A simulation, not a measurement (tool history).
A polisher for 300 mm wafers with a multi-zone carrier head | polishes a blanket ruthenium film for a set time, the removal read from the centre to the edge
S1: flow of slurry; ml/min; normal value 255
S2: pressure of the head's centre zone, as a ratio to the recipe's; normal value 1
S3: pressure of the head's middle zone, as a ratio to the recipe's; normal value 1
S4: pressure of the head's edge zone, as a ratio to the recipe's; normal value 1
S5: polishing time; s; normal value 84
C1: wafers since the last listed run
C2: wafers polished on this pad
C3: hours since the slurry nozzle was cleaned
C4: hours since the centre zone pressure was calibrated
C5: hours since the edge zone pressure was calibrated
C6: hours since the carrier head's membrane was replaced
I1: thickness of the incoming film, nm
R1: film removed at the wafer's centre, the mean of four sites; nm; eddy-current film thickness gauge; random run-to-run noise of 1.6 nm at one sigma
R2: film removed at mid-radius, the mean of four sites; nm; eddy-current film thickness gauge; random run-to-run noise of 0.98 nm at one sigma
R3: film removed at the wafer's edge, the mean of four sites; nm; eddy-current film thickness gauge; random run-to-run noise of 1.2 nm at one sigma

run,hour,S1,S2,S3,S4,S5,C1,C2,C3,C4,C5,C6,I1,R1,R2,R3
1,0,255,1,1,1,84,0,860,163.3,83.2,168.6,761.7,485.1,111.6,107.6,109.7
2,76.7,255,1,1,1,84,411,1271,240,159.9,245.3,838.4,484.8,111.5,107.9,108.8
# hour 124: worn pad replaced by a new one
3,157.7,255,1,1,1,84,412,180,321,240.9,326.3,919.4,491.9,112.7,106.1,108.3
# hour 222.4: slurry nozzle cleaned
4,245.4,255,1,1,1,84,464,645,23,328.6,414,1007.1,486.1,113.2,107.2,109.3
5,286,255,1,1,1,84,217,862,63.6,369.2,454.6,1047.7,495.7,113.8,105.5,108.9
6,343,255,1,1,1,84,305,1168,120.6,426.2,511.6,1104.7,491.7,111.7,107.2,109.8
# hour 411: worn pad replaced by a new one
7,411.5,255,1,1.03,1,84,345,2,189.1,494.7,580.1,1173.2,488.4,117.6,108.4,108.2
8,455.5,255,1,1.03,1,84,235,238,233.1,538.7,624.1,1217.2,482.7,118.8,110.3,109.4
9,556.8,255,1,1,1,84,543,781,334.4,640,725.4,1318.5,487.8,117.7,107.5,108.8
# hour 636.5: edge zone pressure recalibrated
10,653.5,255,1,0.91,1,84,507,1289,431.1,736.7,17,1415.2,499,116.7,99.2,109.6
# hour 673.1: worn pad replaced by a new one
# hour 689.3: slurry nozzle cleaned
# hour 693.4: carrier head's membrane replaced by a new one
# hour 694: centre zone pressure recalibrated
# hour 934.3: worn pad replaced by a new one
11,940.4,205,0.96,1.04,1,58,1464,32,251.1,246.4,303.9,247,494.5,74.6,74.2,74.3
# hour 1039.4: slurry nozzle cleaned
12,1045.5,255,1,1,1,76,558,590,6.1,351.5,409,352.1,493.2,103.9,97.6,99.3
13,1131.3,175,1,1.05,1,84,459,1050,91.9,437.3,494.8,437.9,486.5,109.7,106.3,104.1
14,1170.5,255,0.94,1,1,84,210,1260,131.1,476.5,534,477.1,486.7,113.3,109.6,106.9
# hour 1209.7: worn pad replaced by a new one
15,1230.8,255,1,1,1,84,301,112,191.4,536.8,594.3,537.4,489.4,118.7,107.2,109.7
16,1319.8,255,1,1,0.89,84,477,589,280.4,625.8,683.3,626.4,485.5,116,107.4,104.9

Here are 3 independent what-if runs from the current tool condition. What would each one return?
A,1320.2,255,1,1,1,84,2,592,280.8,626.2,683.7,626.8,486.3,?,?,?
B,1320.2,255,1,0.88,1.1,111,2,592,280.8,626.2,683.7,626.8,486.3,?,?,?
C,1320.2,220,0.89,1,1,63,2,592,280.8,626.2,683.7,626.8,486.3,?,?,?

run,R1,R2,R3
A,117.5,107.3,108.3
B,155.1,127.4,149.2
C,79,79.2,80.2
Without the tool's unlogged condition, the same runs would have read:
run,R1,R2,R3
A,107,107.4,108.3
B,141.3,127.5,149.2
C,71.9,79.3,80.2
